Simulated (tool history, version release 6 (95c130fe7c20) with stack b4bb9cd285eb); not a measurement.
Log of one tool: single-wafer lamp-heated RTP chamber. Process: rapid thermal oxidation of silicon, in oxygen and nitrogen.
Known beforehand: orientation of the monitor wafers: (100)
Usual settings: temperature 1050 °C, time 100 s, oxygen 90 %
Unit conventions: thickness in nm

run	hour	temperature	time	oxygen	wafers since the last listed run	wafers since the last pyrometer calibration	hours since the oxygen flow controller was replaced	hours since the gauge calibration	read-back reference wafer on the same gauge, thickness	thickness
1	0	1050	137	90	0	592	4877	227.9	9.215	10.988
2	35	1050	137	90	447	1040	4912	262.9	9.204	11.014
3	49.2	1050	137	90	181	1222	4926.2	277.1	9.228	11.056
4	71.1	1034	100	90	280	1502	4948.1	299	9.219	8.468
5	99.4	1034	100	90	362	1864	4976.4	327.3	9.229	8.454
6	112.8	1038	100	98	171	2035	4989.8	340.7	9.212	9.05
# hour 115.9: gauge calibrated
7	167.1	1029	83	90	694	2730	5044.1	51.2	9.217	7.524
8	184.7	1050	70	90	225	2956	5061.7	68.8	9.219	8.123
# hour 201.9: oxygen flow controller replaced
9	202.4	1050	70	90	124	3080	0.5	86.5	9.215	8.057
10	228	1050	100	90	327	3407	26.1	112.1	9.223	9.461
11	256.9	1050	100	90	369	3777	55	141	9.217	9.531
12	278.5	1050	110	72	276	4054	76.6	162.6	9.217	9.149
13	290.5	1050	100	90	153	4207	88.6	174.6	9.231	9.484
14	310.6	1070	100	63	257	4464	108.7	194.7	9.214	9.616
15	326.9	1050	59	71	208	4673	125	211	9.219	6.884
16	350.1	1050	100	75	296	4970	148.2	234.2	9.221	8.898
17	371.6	1036	118	76	275	5245	169.7	255.7	9.22	8.779
# hour 383: pyrometer window cleaned and pyrometer calibrated
18	401.1	1025	100	90	275	231	199.2	285.2	9.211	7.964
19	428.5	1040	136	90	350	582	226.6	312.6	9.221	10.201
# hour 447.4: gauge calibrated
20	456.7	1064	100	69	360	943	254.8	9.3	9.22	9.569
21	545.8	1050	100	90	1140	2083	343.9	98.4	9.222	9.48
22	565.1	1050	100	90	246	2330	363.2	117.7	9.222	9.518

Run 23 comes next. What will it give?
23	581.4	1050	100	90	208	2539	379.5	134	?	?

{"run 23": {"read-back reference wafer on the same gauge, thickness": 9.225, "thickness": 9.524}}
The same run, on a tool lacking any hidden state, would have yielded thickness 9.524 nm.

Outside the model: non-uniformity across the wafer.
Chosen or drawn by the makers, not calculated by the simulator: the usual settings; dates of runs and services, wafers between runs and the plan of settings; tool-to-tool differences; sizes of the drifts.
